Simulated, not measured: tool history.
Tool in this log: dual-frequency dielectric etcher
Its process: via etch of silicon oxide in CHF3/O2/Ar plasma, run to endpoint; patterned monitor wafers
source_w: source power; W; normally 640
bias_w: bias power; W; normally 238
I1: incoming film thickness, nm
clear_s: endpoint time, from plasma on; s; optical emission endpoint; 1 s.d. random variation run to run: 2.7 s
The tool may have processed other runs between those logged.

run 1 hour=0.0 | source_w=720 bias_w=275 | I1=642.3 | clear_s=276.2
run 2 hour=41.1 | source_w=720 bias_w=275 | I1=632.4 | clear_s=277.0
run 3 hour=118.2 | source_w=720 bias_w=275 | I1=638.4 | clear_s=272.2
run 4 hour=193.5 | source_w=640 bias_w=238 | I1=637.3 | clear_s=311.2
run 5 hour=238.6 | source_w=640 bias_w=283 | I1=640.4 | clear_s=293.0
run 6 hour=319.9 | source_w=640 bias_w=283 | I1=634.3 | clear_s=289.0
run 7 hour=401.3 | source_w=640 bias_w=238 | I1=634.5 | clear_s=303.6
run 8 hour=495.9 | source_w=720 bias_w=238 | I1=633.0 | clear_s=294.0
run 9 hour=572.7 | source_w=720 bias_w=238 | I1=640.7 | clear_s=295.6
run 10 hour=677.2 | source_w=640 bias_w=238 | I1=629.3 | clear_s=297.3
run 11 hour=750.2 | source_w=640 bias_w=238 | I1=644.4 | clear_s=317.4
run 12 hour=806.5 | source_w=640 bias_w=238 | I1=637.7 | clear_s=313.4
run 13 hour=895.9 | source_w=640 bias_w=238 | I1=643.2 | clear_s=312.7
run 14 hour=1003.1 | source_w=520 bias_w=275 | I1=641.1 | clear_s=315.7
run 15 hour=1075.9 | source_w=490 bias_w=238 | I1=640.0 | clear_s=337.5
run 16 hour=1124.5 | source_w=700 bias_w=198 | I1=641.6 | clear_s=320.4
run 17 hour=1232.4 | source_w=780 bias_w=254 | I1=639.5 | clear_s=285.9
run 18 hour=1272.6 | source_w=640 bias_w=258 | I1=640.9 | clear_s=301.4
run 19 hour=1339.9 | source_w=640 bias_w=257 | I1=633.0 | clear_s=295.7
run 20 hour=1445.6 | source_w=520 bias_w=267 | I1=636.9 | clear_s=314.0
run 21 hour=1487.2 | source_w=640 bias_w=238 | I1=643.4 | clear_s=306.9
run 22 hour=1593.3 | source_w=730 bias_w=238 | I1=631.0 | clear_s=286.7
run 23 hour=1660.2 | source_w=640 bias_w=238 | I1=643.4 | clear_s=304.8
run 24 hour=1756.2 | source_w=690 bias_w=238 | I1=635.7 | clear_s=285.3
run 25 hour=1823.1 | source_w=640 bias_w=238 | I1=639.1 | clear_s=311.5
run 26 hour=1864.1 | source_w=540 bias_w=293 | I1=641.0 | clear_s=303.2
run 27 hour=1938.6 | source_w=780 bias_w=280 | I1=632.0 | clear_s=269.6

The log once held 7 entries between its listed runs, left out of this copy. Where does each go, and what is different about the tool's unlogged condition between the listed run before it and the listed run after it?
Runs 3 to 4: wet clean of the chamber (hour 192.4)
  etch rate over this chamber's usual, %: 3.59 -> -0.947
  measured less the result without the state, clear_s: -9.8 -> +2.9 s
Runs 9 to 10: bias power generator calibrated (hour 602.1)
  etch rate over this chamber's usual, %: 2.65 -> 3.64
  measured less the result without the state, clear_s: -7.8 -> -10.9 s
Runs 10 to 11: upper electrode replaced (hour 727.0); wet clean of the chamber (hour 749.7)
  etch rate over this chamber's usual, %: 3.64 -> -0.899
  measured less the result without the state, clear_s: -10.9 -> +2.9 s
Runs 16 to 17: wet clean of the chamber (hour 1231.9)
  etch rate over this chamber's usual, %: 2.65 -> 0.553
  measured less the result without the state, clear_s: -8.4 -> -1.6 s
Runs 18 to 19: source power generator calibrated (hour 1300.3)
  etch rate over this chamber's usual, %: 0.935 -> 1.57
  measured less the result without the state, clear_s: -2.9 -> -4.6 s
Runs 24 to 25: wet clean of the chamber (hour 1811.6)
  etch rate over this chamber's usual, %: 5.52 -> 0.693
  measured less the result without the state, clear_s: -15.8 -> -2.1 s
